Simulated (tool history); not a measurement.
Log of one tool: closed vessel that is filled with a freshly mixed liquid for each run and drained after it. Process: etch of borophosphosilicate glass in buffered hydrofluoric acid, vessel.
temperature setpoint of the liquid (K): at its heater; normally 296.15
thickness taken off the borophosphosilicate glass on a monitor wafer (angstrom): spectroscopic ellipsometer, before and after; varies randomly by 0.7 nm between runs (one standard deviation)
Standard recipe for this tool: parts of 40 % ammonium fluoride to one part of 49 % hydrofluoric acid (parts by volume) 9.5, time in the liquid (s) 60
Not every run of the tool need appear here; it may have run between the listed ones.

run,hour,temperature setpoint of the liquid (K),parts of 40 % ammonium fluoride to one part of 49 % hydrofluoric acid (parts by volume),time in the liquid (s),wafers since the last listed run,hours since the thermometer was replaced,hours since the hydrofluoric acid flow meter was replaced,hours since the gauge calibration,"read-back film thickness of the borophosphosilicate glass reference wafer, read on the same gauge (nm)",thickness taken off the borophosphosilicate glass on a monitor wafer (angstrom)
1,0,296.15,9.5,60,0,1102.1,1557.6,284.7,129.98,2238.7
# hour 10.1: gauge calibrated
2,19.5,296.15,9.5,60,1758,1121.6,1577.1,9.4,130,2224.2
3,39.8,296.15,9.5,60,1831,1141.9,1597.4,29.7,129.99,2244.1
4,60.7,296.15,9.5,85,1885,1162.8,1618.3,50.6,130,3182.5
5,88.1,296.15,9.5,85,2471,1190.2,1645.7,78,129.99,3179.2
6,105.4,296.15,9.5,85,1560,1207.5,1663,95.3,130.02,3186.1
7,139.7,296.15,9.5,60,3093,1241.8,1697.3,129.6,130.03,2249
8,162.5,296.15,9.5,70,2056,1264.6,1720.1,152.4,129.99,2648
# hour 184.5: thermometer replaced
9,187,296.15,9.5,70,2119,2.5,1744.6,176.9,130,2493.7
10,222,296.15,9.5,70,3157,37.5,1779.6,211.9,130,2498.6
11,243.4,296.15,9.5,60,1930,58.9,1801,233.3,130.02,2121.2
12,269,296.15,9.5,60,2309,84.5,1826.6,258.9,130.01,2131.2
13,298.9,298.65,9.5,60,2697,114.4,1856.5,288.8,130.02,2449.3
# hour 315.9: gauge calibrated
14,330.3,296.15,9.5,60,2832,145.8,1887.9,14.4,129.99,2149.4
15,343.1,296.15,9.5,60,1154,158.6,1900.7,27.2,129.96,2155.1
# hour 347.3: hydrofluoric acid flow meter replaced
16,368.6,300.65,9.5,60,2209,184.1,21.3,52.7,129.99,2741.4
17,382.5,294.65,11,70,1253,198,35.2,66.6,129.98,2036
18,408.4,296.15,9.5,60,2336,223.9,61.1,92.5,130,2155
19,431.4,293.15,6.5,90,2074,246.9,84.1,115.5,129.97,4016.4
20,448.1,291.15,10.5,70,1506,263.6,100.8,132.2,129.99,1763
21,461,291.15,7.5,30,1163,276.5,113.7,145.1,130.02,1039.4
22,482.6,298.15,11,80,1948,298.1,135.3,166.7,130.01,2838.7
23,513.1,293.15,9.5,70,2751,328.6,165.8,197.2,130.01,2140.3
24,544.5,296.15,9.5,60,2832,360,197.2,228.6,130.04,2181.2
25,567.6,296.15,9.5,60,2083,383.1,220.3,251.7,129.98,2176.3

For each run, what was the tool's unlogged condition?
hydrofluoric acid flow below the setpoint (%): 0, the same for each run
gauge reads high (%): 0, the same for each run
H1: liquid hotter than its thermometer reads (K)
run,H1
1,1.15
2,1.17
3,1.19
4,1.21
5,1.23
6,1.25
7,1.28
8,1.3
9,0.27
10,0.302
11,0.321
12,0.345
13,0.372
14,0.401
15,0.412
16,0.435
17,0.448
18,0.472
19,0.493
20,0.508
21,0.52
22,0.539
23,0.567
24,0.596
25,0.617

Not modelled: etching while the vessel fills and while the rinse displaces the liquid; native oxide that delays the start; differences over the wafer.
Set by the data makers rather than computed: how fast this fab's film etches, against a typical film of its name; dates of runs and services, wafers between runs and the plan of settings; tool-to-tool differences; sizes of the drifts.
